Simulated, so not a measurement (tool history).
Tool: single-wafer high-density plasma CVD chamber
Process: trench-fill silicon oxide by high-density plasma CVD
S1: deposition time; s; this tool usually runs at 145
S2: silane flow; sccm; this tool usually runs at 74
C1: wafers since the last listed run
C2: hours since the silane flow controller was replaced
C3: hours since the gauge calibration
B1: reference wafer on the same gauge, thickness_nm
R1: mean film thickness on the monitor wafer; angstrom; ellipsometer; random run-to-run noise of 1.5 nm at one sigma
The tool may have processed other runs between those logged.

Run 1, hour 0: usual settings; C1 0; C2 2950.8; C3 488.3; B1 989.398. Result: R1 10406.34 angstrom.
Run 2, hour 12.4: usual settings; C1 131; C2 2963.2; C3 500.7; B1 989.555. Result: R1 10395.89 angstrom.
Run 3, hour 23.3: usual settings; C1 115; C2 2974.1; C3 511.6; B1 990.178. Result: R1 10406.61 angstrom.
Run 4, hour 40.2: usual settings; C1 178; C2 2991; C3 528.5; B1 990.237. Result: R1 10392.65 angstrom.
Run 5, hour 49.4: usual settings; C1 97; C2 3000.2; C3 537.7; B1 990.256. Result: R1 10437.65 angstrom.
Run 6, hour 56.2: usual settings but S1 138 s; C1 72; C2 3007; C3 544.5; B1 990.23. Result: R1 9938.11 angstrom.
Run 7, hour 64: usual settings but S1 138 s; C1 82; C2 3014.8; C3 552.3; B1 989.816. Result: R1 9921.79 angstrom.
Run 8, hour 74.3: usual settings; C1 109; C2 3025.1; C3 562.6; B1 990.276. Result: R1 10430.89 angstrom.
Run 9, hour 88.7: usual settings; C1 152; C2 3039.5; C3 577; B1 990.23. Result: R1 10403.71 angstrom.
Run 10, hour 94.7: usual settings; C1 63; C2 3045.5; C3 583; B1 989.938. Result: R1 10419.77 angstrom.
Run 11, hour 110.4: usual settings; C1 166; C2 3061.2; C3 598.7; B1 989.769. Result: R1 10421.17 angstrom.
Run 12, hour 118.4: usual settings; C1 84; C2 3069.2; C3 606.7; B1 990.086. Result: R1 10399.55 angstrom.
Run 13, hour 125.8: usual settings; C1 78; C2 3076.6; C3 614.1; B1 989.798. Result: R1 10440.19 angstrom.
Run 14, hour 143.1: usual settings; C1 183; C2 3093.9; C3 631.4; B1 990.23. Result: R1 10421.47 angstrom.
Run 15, hour 156.6: usual settings; C1 142; C2 3107.4; C3 644.9; B1 990.148. Result: R1 10426.51 angstrom.
Run 16, hour 171.9: usual settings but S2 71 sccm; C1 162; C2 3122.7; C3 660.2; B1 990.517. Result: R1 10157.89 angstrom.
Run 17, hour 187.4: usual settings but S2 71 sccm; C1 164; C2 3138.2; C3 675.7; B1 990.591. Result: R1 10166.54 angstrom.
At hour 201.8: gauge calibrated.
Run 18, hour 203.6: usual settings but S2 71 sccm; C1 171; C2 3154.4; C3 1.8; B1 990.318. Result: R1 10164.95 angstrom.
Run 19, hour 215.6: usual settings but S2 77 sccm; C1 127; C2 3166.4; C3 13.8; B1 989.612. Result: R1 10697.29 angstrom.
At hour 228.8: silane flow controller replaced.
Run 20, hour 233.5: usual settings but S2 77 sccm; C1 104; C2 4.7; C3 31.7; B1 989.981. Result: R1 10426.05 angstrom.
Run 21, hour 246.2: usual settings; C1 134; C2 17.4; C3 44.4; B1 990.568. Result: R1 10169.66 angstrom.
Run 22, hour 274.9: usual settings but S1 124 s, S2 78 sccm; C1 303; C2 46.1; C3 73.1; B1 990.566. Result: R1 8977.55 angstrom.
Run 23, hour 290.3: usual settings but S1 125 s, S2 86 sccm; C1 163; C2 61.5; C3 88.5; B1 989.986. Result: R1 9619.97 angstrom.
Run 24, hour 301.6: usual settings but S1 134 s; C1 119; C2 72.8; C3 99.8; B1 990.389. Result: R1 9409.66 angstrom.
Run 25, hour 318.5: usual settings; C1 178; C2 89.7; C3 116.7; B1 989.963. Result: R1 10166.36 angstrom.
Run 26, hour 333.4: usual settings but S2 62 sccm; C1 157; C2 104.6; C3 131.6; B1 990.434. Result: R1 9166.95 angstrom.
Run 27, hour 349: usual settings but S1 169 s; C1 165; C2 120.2; C3 147.2; B1 989.714. Result: R1 11859.49 angstrom.
Run 28, hour 360.2: usual settings; C1 118; C2 131.4; C3 158.4; B1 989.979. Result: R1 10181.31 angstrom.
Run 29, hour 372.8: usual settings but S1 173 s, S2 67 sccm; C1 133; C2 144; C3 171; B1 989.987. Result: R1 11450.31 angstrom.
Run 30, hour 378.9: usual settings but S1 169 s, S2 84 sccm; C1 64; C2 150.1; C3 177.1; B1 989.528. Result: R1 12828.74 angstrom.
Run 31, hour 393.4: usual settings but S1 137 s, S2 62 sccm; C1 153; C2 164.6; C3 191.6; B1 990.652. Result: R1 8670.82 angstrom.
Run 32, hour 425.4: usual settings; C1 338; C2 196.6; C3 223.6; B1 989.818. Result: R1 10187.45 angstrom.
Run 33, hour 436.2: usual settings; C1 114; C2 207.4; C3 234.4; B1 989.819. Result: R1 10183.97 angstrom.
Run 34, hour 448.2: usual settings but S1 120 s, S2 61 sccm; C1 127; C2 219.4; C3 246.4; B1 990.387. Result: R1 7514.72 angstrom.
Run 35, hour 454.8: usual settings but S1 171 s, S2 65 sccm; C1 69; C2 226; C3 253; B1 989.841. Result: R1 11152.27 angstrom.
Run 36, hour 462.1: usual settings; C1 77; C2 233.3; C3 260.3; B1 989.697. Result: R1 10193.04 angstrom.
Run 37, hour 499.9: usual settings but S2 77 sccm; C1 400; C2 271.1; C3 298.1; B1 990.547. Result: R1 10450.85 angstrom.
Run 38, hour 517.2: usual settings but S1 127 s, S2 79 sccm; C1 183; C2 288.4; C3 315.4; B1 989.601. Result: R1 9323.65 angstrom.
Run 39, hour 532.7: usual settings but S1 125 s, S2 88 sccm; C1 164; C2 303.9; C3 330.9; B1 989.902. Result: R1 9807.79 angstrom.
Run 40, hour 546.3: usual settings but S1 122 s, S2 83 sccm; C1 144; C2 317.5; C3 344.5; B1 990.204. Result: R1 9240.68 angstrom.
Run 41, hour 560.4: usual settings; C1 149; C2 331.6; C3 358.6; B1 989.977. Result: R1 10197.35 angstrom.
Run 42, hour 567.5: usual settings but S1 164 s, S2 82 sccm; C1 75; C2 338.7; C3 365.7; B1 989.247. Result: R1 12303.52 angstrom.

Run by run, hidden condition taken away, random variation retained:
Hidden conditions of the tool in this case: delivered silane flow above the setpoint (%); gauge reads high (%).
run        R1
  1   10165.4
  2  10153.88
  3  10163.19
  4  10147.76
  5  10190.72
  6    9702.3
  7   9685.58
  8  10181.46
  9   10153.4
 10  10168.44
 11  10168.14
 12  10146.19
 13  10185.05
 14  10164.95
 15  10168.44
 16   9904.88
 17   9911.71
 18   9908.48
 19  10426.08
 20   10427.8
 21  10169.98
 22   8975.08
 23   9615.73
 24   9404.37
 25  10158.81
 26   9158.68
 27  11846.81
 28  10169.21
 29  11435.15
 30  12810.92
 31   8657.43
 32  10168.24
 33  10163.59
 34   7498.72
 35  11127.74
 36  10169.82
 37  10422.83
 38   9296.93
 39   9778.06
 40   9211.34
 41  10163.44
 42  12261.67
